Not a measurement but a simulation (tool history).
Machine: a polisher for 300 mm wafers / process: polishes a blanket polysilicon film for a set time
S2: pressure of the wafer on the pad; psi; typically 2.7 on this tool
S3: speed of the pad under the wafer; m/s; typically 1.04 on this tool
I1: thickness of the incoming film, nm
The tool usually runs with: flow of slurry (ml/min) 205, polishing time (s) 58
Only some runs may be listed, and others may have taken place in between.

run 1 hour=0.0 | flow_of_slurry_(ml/min)=205 S2=2.7 S3=1.04 polishing_time_(s)=51 | I1=1424.0 | film_removed_(angstrom)=3869
-- hour=46.4 worn pad replaced by a new one
run 2 hour=66.1 | flow_of_slurry_(ml/min)=205 S2=2.7 S3=1.04 polishing_time_(s)=51 | I1=1442.3 | film_removed_(angstrom)=3808
-- hour=107.6 head pressure recalibrated
run 3 hour=128.0 | flow_of_slurry_(ml/min)=205 S2=2.7 S3=1.16 polishing_time_(s)=58 | I1=1424.5 | film_removed_(angstrom)=4871
run 4 hour=262.6 | flow_of_slurry_(ml/min)=205 S2=2.7 S3=1.04 polishing_time_(s)=69 | I1=1422.5 | film_removed_(angstrom)=5103
-- hour=306.2 worn pad replaced by a new one, of another model than before
run 5 hour=327.5 | flow_of_slurry_(ml/min)=205 S2=2.7 S3=1.04 polishing_time_(s)=69 | I1=1427.5 | film_removed_(angstrom)=5095
run 6 hour=374.4 | flow_of_slurry_(ml/min)=205 S2=2.7 S3=1.04 polishing_time_(s)=69 | I1=1426.2 | film_removed_(angstrom)=5074
-- hour=401.3 slurry nozzle cleaned
run 7 hour=481.9 | flow_of_slurry_(ml/min)=205 S2=2.7 S3=1.04 polishing_time_(s)=58 | I1=1401.9 | film_removed_(angstrom)=4389
run 8 hour=544.1 | flow_of_slurry_(ml/min)=205 S2=2.7 S3=1.04 polishing_time_(s)=58 | I1=1433.8 | film_removed_(angstrom)=4415
-- hour=591.5 worn pad replaced by a new one
run 9 hour=626.3 | flow_of_slurry_(ml/min)=205 S2=2.7 S3=1.04 polishing_time_(s)=58 | I1=1425.2 | film_removed_(angstrom)=4336
-- hour=651.1 head pressure recalibrated
run 10 hour=710.1 | flow_of_slurry_(ml/min)=205 S2=2.7 S3=1.04 polishing_time_(s)=74 | I1=1449.4 | film_removed_(angstrom)=5503
run 11 hour=805.4 | flow_of_slurry_(ml/min)=205 S2=2.7 S3=1.04 polishing_time_(s)=51 | I1=1408.3 | film_removed_(angstrom)=3801
-- hour=887.0 worn pad replaced by a new one
run 12 hour=891.3 | flow_of_slurry_(ml/min)=205 S2=3.4 S3=1.04 polishing_time_(s)=58 | I1=1428.8 | film_removed_(angstrom)=4682
-- hour=910.9 slurry nozzle cleaned
run 13 hour=977.4 | flow_of_slurry_(ml/min)=250 S2=2.2 S3=0.80 polishing_time_(s)=58 | I1=1418.4 | film_removed_(angstrom)=3586
run 14 hour=1029.7 | flow_of_slurry_(ml/min)=205 S2=2.7 S3=1.04 polishing_time_(s)=58 | I1=1398.2 | film_removed_(angstrom)=4378
run 15 hour=1092.9 | flow_of_slurry_(ml/min)=205 S2=2.3 S3=1.04 polishing_time_(s)=39 | I1=1439.0 | film_removed_(angstrom)=2800
-- hour=1113.0 worn pad replaced by a new one
run 16 hour=1163.0 | flow_of_slurry_(ml/min)=205 S2=3.3 S3=1.04 polishing_time_(s)=58 | I1=1422.2 | film_removed_(angstrom)=4705
run 17 hour=1233.6 | flow_of_slurry_(ml/min)=170 S2=3.4 S3=0.76 polishing_time_(s)=58 | I1=1429.6 | film_removed_(angstrom)=3988
-- hour=1252.6 head pressure recalibrated
run 18 hour=1293.6 | flow_of_slurry_(ml/min)=245 S2=2.7 S3=1.04 polishing_time_(s)=58 | I1=1415.4 | film_removed_(angstrom)=4442

Give the tool's hidden conditions for every run:
removal rate lost through wear of the pad, %: 0 in every run
deviation of the head's pressure from its setpoint, %: 0 in every run
H1: slurry flow missing at the pad, %
run=1 H1=3.72
run=2 H1=6.34
run=3 H1=10.1
run=4 H1=22.8
run=5 H1=31.1
run=6 H1=38
run=7 H1=2.88
run=8 H1=5.22
run=9 H1=10.3
run=10 H1=17.8
run=11 H1=29.2
run=12 H1=42.1
run=13 H1=3.14
run=14 H1=4.77
run=15 H1=7.96
run=16 H1=13.1
run=17 H1=19.9
run=18 H1=27

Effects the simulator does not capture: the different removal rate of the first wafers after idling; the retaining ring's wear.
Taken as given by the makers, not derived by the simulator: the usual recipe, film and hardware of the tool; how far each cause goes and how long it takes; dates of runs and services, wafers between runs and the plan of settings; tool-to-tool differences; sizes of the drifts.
